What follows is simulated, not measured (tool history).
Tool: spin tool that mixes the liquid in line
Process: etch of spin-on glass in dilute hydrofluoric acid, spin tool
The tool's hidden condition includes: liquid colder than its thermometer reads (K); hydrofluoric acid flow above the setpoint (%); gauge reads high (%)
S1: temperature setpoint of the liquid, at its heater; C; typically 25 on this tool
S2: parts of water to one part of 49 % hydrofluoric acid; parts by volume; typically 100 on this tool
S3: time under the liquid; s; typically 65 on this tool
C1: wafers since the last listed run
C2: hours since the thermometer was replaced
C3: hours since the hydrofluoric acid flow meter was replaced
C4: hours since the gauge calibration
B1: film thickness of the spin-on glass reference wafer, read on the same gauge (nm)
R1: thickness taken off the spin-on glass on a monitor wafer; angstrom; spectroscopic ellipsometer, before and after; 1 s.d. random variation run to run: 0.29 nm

Run 1, hour 0: usual settings; C1 0; C2 2429.4; C3 643.6; C4 199.6; B1 99.94. Result: R1 337.8 angstrom.
Run 2, hour 6.5: usual settings; C1 41; C2 2435.9; C3 650.1; C4 206.1; B1 100.05. Result: R1 343 angstrom.
Run 3, hour 22.1: usual settings; C1 100; C2 2451.5; C3 665.7; C4 221.7; B1 99.96. Result: R1 337.3 angstrom.
Run 4, hour 50.9: usual settings; C1 185; C2 2480.3; C3 694.5; C4 250.5; B1 99.98. Result: R1 342.3 angstrom.
Run 5, hour 65.8: usual settings but S3 35 s; C1 96; C2 2495.2; C3 709.4; C4 265.4; B1 99.98. Result: R1 180.5 angstrom.
Run 6, hour 80.1: usual settings; C1 92; C2 2509.5; C3 723.7; C4 279.7; B1 99.97. Result: R1 346.2 angstrom.
Run 7, hour 96.3: usual settings but S2 120 parts by volume; C1 104; C2 2525.7; C3 739.9; C4 295.9; B1 100.01. Result: R1 281.8 angstrom.
At hour 105.6: hydrofluoric acid flow meter replaced.
Run 8, hour 112.4: usual settings but S2 125 parts by volume; C1 97; C2 2541.8; C3 6.8; C4 312; B1 99.99. Result: R1 238.7 angstrom.
Run 9, hour 120.7: usual settings but S2 125 parts by volume; C1 53; C2 2550.1; C3 15.1; C4 320.3; B1 100.01. Result: R1 245.6 angstrom.
Run 10, hour 133.4: usual settings but S2 125 parts by volume; C1 81; C2 2562.8; C3 27.8; C4 333; B1 100. Result: R1 238.3 angstrom.
At hour 135.1: gauge calibrated.
Run 11, hour 143.1: usual settings; C1 62; C2 2572.5; C3 37.5; C4 8; B1 100.04. Result: R1 307.3 angstrom.
Run 12, hour 150.7: usual settings; C1 49; C2 2580.1; C3 45.1; C4 15.6; B1 99.99. Result: R1 304.7 angstrom.
At hour 158.8: thermometer replaced.
Run 13, hour 162.2: usual settings; C1 67; C2 3.4; C3 56.6; C4 27.1; B1 99.97. Result: R1 312.5 angstrom.
Run 14, hour 175.2: usual settings; C1 83; C2 16.4; C3 69.6; C4 40.1; B1 99.95. Result: R1 312.9 angstrom.
Run 15, hour 191.7: usual settings but S1 27 C, S2 120 parts by volume, S3 95 s; C1 106; C2 32.9; C3 86.1; C4 56.6; B1 100.01. Result: R1 399.8 angstrom.
Run 16, hour 201.5: usual settings but S1 23.5 C; C1 63; C2 42.7; C3 95.9; C4 66.4; B1 100.01. Result: R1 299.9 angstrom.
Run 17, hour 245.7: usual settings but S3 105 s; C1 285; C2 86.9; C3 140.1; C4 110.6; B1 100.06. Result: R1 510.4 angstrom.
Run 18, hour 256.6: usual settings; C1 70; C2 97.8; C3 151; C4 121.5; B1 100. Result: R1 322.2 angstrom.
Run 19, hour 263.2: usual settings; C1 42; C2 104.4; C3 157.6; C4 128.1; B1 100. Result: R1 314.8 angstrom.
Run 20, hour 278.2: usual settings but S3 50 s; C1 96; C2 119.4; C3 172.6; C4 143.1; B1 99.97. Result: R1 245.6 angstrom.
Run 21, hour 293.1: usual settings but S1 23.5 C, S2 70 parts by volume, S3 95 s; C1 96; C2 134.3; C3 187.5; C4 158; B1 100.02. Result: R1 642.9 angstrom.
Run 22, hour 309.7: usual settings but S1 30 C, S2 130 parts by volume; C1 107; C2 150.9; C3 204.1; C4 174.6; B1 99.98. Result: R1 286.3 angstrom.
Run 23, hour 318: usual settings but S1 22 C, S2 75 parts by volume, S3 90 s; C1 53; C2 159.2; C3 212.4; C4 182.9; B1 99.98. Result: R1 537.7 angstrom.
Run 24, hour 326: usual settings but S2 140 parts by volume; C1 51; C2 167.2; C3 220.4; C4 190.9; B1 99.96. Result: R1 212.8 angstrom.

Pick out some run-to-run changes in R1. Of each, how much would a tool without hidden state show as well, from the settings, what came in and chance, and how much is left for the hidden state and any gauge scatter not in both results compared?
Run 5 -> 6: S3 35 -> 65. R1 +165.7 angstrom: hidden state +16.4, all else +149.3.
Run 7 -> 8: S2 120 -> 125, hydrofluoric acid flow meter replaced. R1 -43.1 angstrom: hidden state -26.5, all else -16.6.
Run 20 -> 21: S1 25 -> 23.5, S2 100 -> 70, S3 50 -> 95. R1 +397.3 angstrom: hidden state +13, all else +384.3.
Run 21 -> 22: S1 23.5 -> 30, S2 70 -> 130, S3 95 -> 65. R1 -356.6 angstrom: hidden state -10.1, all else -346.5.
